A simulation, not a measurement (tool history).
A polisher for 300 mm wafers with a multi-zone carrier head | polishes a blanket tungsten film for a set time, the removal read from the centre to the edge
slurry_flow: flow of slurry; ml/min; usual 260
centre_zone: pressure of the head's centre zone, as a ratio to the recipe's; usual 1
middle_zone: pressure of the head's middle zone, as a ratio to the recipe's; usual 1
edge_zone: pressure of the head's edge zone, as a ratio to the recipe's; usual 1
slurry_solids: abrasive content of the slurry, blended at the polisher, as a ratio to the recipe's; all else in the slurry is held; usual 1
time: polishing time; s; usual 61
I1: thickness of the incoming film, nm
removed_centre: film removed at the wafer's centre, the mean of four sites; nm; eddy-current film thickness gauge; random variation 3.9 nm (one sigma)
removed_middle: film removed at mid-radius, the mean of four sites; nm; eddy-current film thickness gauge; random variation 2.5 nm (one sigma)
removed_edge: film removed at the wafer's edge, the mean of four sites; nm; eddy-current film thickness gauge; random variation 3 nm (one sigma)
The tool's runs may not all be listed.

Run 1, hour 0: usual settings; I1 1472.6. Result: removed_centre 269.6 nm, removed_middle 279.6 nm, removed_edge 259.3 nm.
Run 2, hour 53.7: usual settings but middle_zone 0.9, edge_zone 1.04, slurry_solids 0.8; I1 1426.2. Result: removed_centre 252.9 nm, removed_middle 236.3 nm, removed_edge 245.5 nm.
Run 3, hour 103.8: usual settings but centre_zone 1.03; I1 1426.7. Result: removed_centre 262.9 nm, removed_middle 268.1 nm, removed_edge 240.8 nm.
Run 4, hour 150.2: usual settings; I1 1461.7. Result: removed_centre 254.4 nm, removed_middle 262.4 nm, removed_edge 241.3 nm.
At hour 206.8: centre zone pressure recalibrated.
Run 5, hour 246.7: usual settings but edge_zone 1.12, slurry_solids 1.3; I1 1450.7. Result: removed_centre 258 nm, removed_middle 269 nm, removed_edge 261.8 nm.
Run 6, hour 341.7: usual settings; I1 1424.1. Result: removed_centre 244.6 nm, removed_middle 253.1 nm, removed_edge 236.6 nm.
At hour 382: carrier head's membrane replaced by a new one.
Run 7, hour 386.1: usual settings; I1 1431.8. Result: removed_centre 243.8 nm, removed_middle 252.9 nm, removed_edge 235.5 nm.
Run 8, hour 425.6: usual settings but slurry_flow 215 ml/min, edge_zone 1.07, slurry_solids 1.2, time 53 s; I1 1443.6. Result: removed_centre 213.7 nm, removed_middle 220.3 nm, removed_edge 215.4 nm.
Run 9, hour 479.2: usual settings but middle_zone 0.9; I1 1428.4. Result: removed_centre 240.1 nm, removed_middle 230.9 nm, removed_edge 233.9 nm.
At hour 498.9: worn pad replaced by a new one.
Run 10, hour 538.8: usual settings but slurry_flow 330 ml/min, slurry_solids 0.75, time 81 s; I1 1460.6. Result: removed_centre 360.3 nm, removed_middle 368.6 nm, removed_edge 338.1 nm.
At hour 599.1: slurry nozzle cleaned.
Run 11, hour 622.1: usual settings but centre_zone 1.12, middle_zone 0.94, edge_zone 1.07; I1 1428.2. Result: removed_centre 292.2 nm, removed_middle 257 nm, removed_edge 254.9 nm.
Run 12, hour 706.2: usual settings but slurry_flow 300 ml/min, time 49 s; I1 1440.5. Result: removed_centre 207 nm, removed_middle 214.6 nm, removed_edge 199 nm.
Run 13, hour 743.4: usual settings but middle_zone 1.06, slurry_solids 0.85; I1 1456.1. Result: removed_centre 244.4 nm, removed_middle 267.1 nm, removed_edge 236.5 nm.
Run 14, hour 819.2: usual settings but middle_zone 1.09; I1 1433.7. Result: removed_centre 249.2 nm, removed_middle 276.6 nm, removed_edge 243.7 nm.
Run 15, hour 865.5: usual settings; I1 1435.8. Result: removed_centre 252.3 nm, removed_middle 256.4 nm, removed_edge 234.4 nm.
Run 16, hour 918.6: usual settings but slurry_flow 215 ml/min, centre_zone 1.04, middle_zone 1.09, edge_zone 1.09; I1 1433.7. Result: removed_centre 249.4 nm, removed_middle 269.2 nm, removed_edge 237.5 nm.
Run 17, hour 955.9: usual settings but middle_zone 1.1; I1 1442.5. Result: removed_centre 246.3 nm, removed_middle 273.1 nm, removed_edge 238.3 nm.
At hour 984.8: edge zone pressure recalibrated.
At hour 990.1: worn pad replaced by a new one.
At hour 998.7: centre zone pressure recalibrated.
Run 18, hour 1036.1: usual settings but centre_zone 1.12; I1 1435.7. Result: removed_centre 309.8 nm, removed_middle 280.8 nm, removed_edge 260.4 nm.
Run 19, hour 1084.3: usual settings; I1 1440.1. Result: removed_centre 261.1 nm, removed_middle 269.4 nm, removed_edge 252.1 nm.
Run 20, hour 1150.3: usual settings but centre_zone 1.07, middle_zone 0.94; I1 1434.7. Result: removed_centre 272.4 nm, removed_middle 253.1 nm, removed_edge 249.1 nm.

5 ways to go on from here, each from the tool as it stands after run 20. What would each give?
Run A, hour 1150.7: usual settings but slurry_solids 0.75; I1 1459.7. Result: removed_centre ?, removed_middle ?, removed_edge ?.
Run B, hour 1150.7: usual settings but slurry_flow 305 ml/min, middle_zone 0.9, time 77 s; I1 1459.7. Result: removed_centre ?, removed_middle ?, removed_edge ?.
Run C, hour 1150.7: usual settings but middle_zone 1.05, edge_zone 0.96; I1 1459.7. Result: removed_centre ?, removed_middle ?, removed_edge ?.
Run D, hour 1150.7: usual settings but centre_zone 1.05, time 44 s; I1 1459.7. Result: removed_centre ?, removed_middle ?, removed_edge ?.
Run E, hour 1150.7: usual settings but middle_zone 0.89, slurry_solids 1.1, time 41 s; I1 1459.7. Result: removed_centre ?, removed_middle ?, removed_edge ?.

run  removed_centre  removed_middle  removed_edge
  A             247           253.2         234.9
  B           333.2           312.4         315.7
  C           259.5           277.1         241.7
  D           196.5           191.7         177.9
  E           177.2           164.9         168.9
Without the tool's hidden state the same runs would have given:
run  removed_centre  removed_middle  removed_edge
  A             270           276.8         256.7
  B           364.2           341.4           345
  C           283.6           302.9         264.2
  D           214.8           209.6         194.4
  E           193.7           180.3         184.6
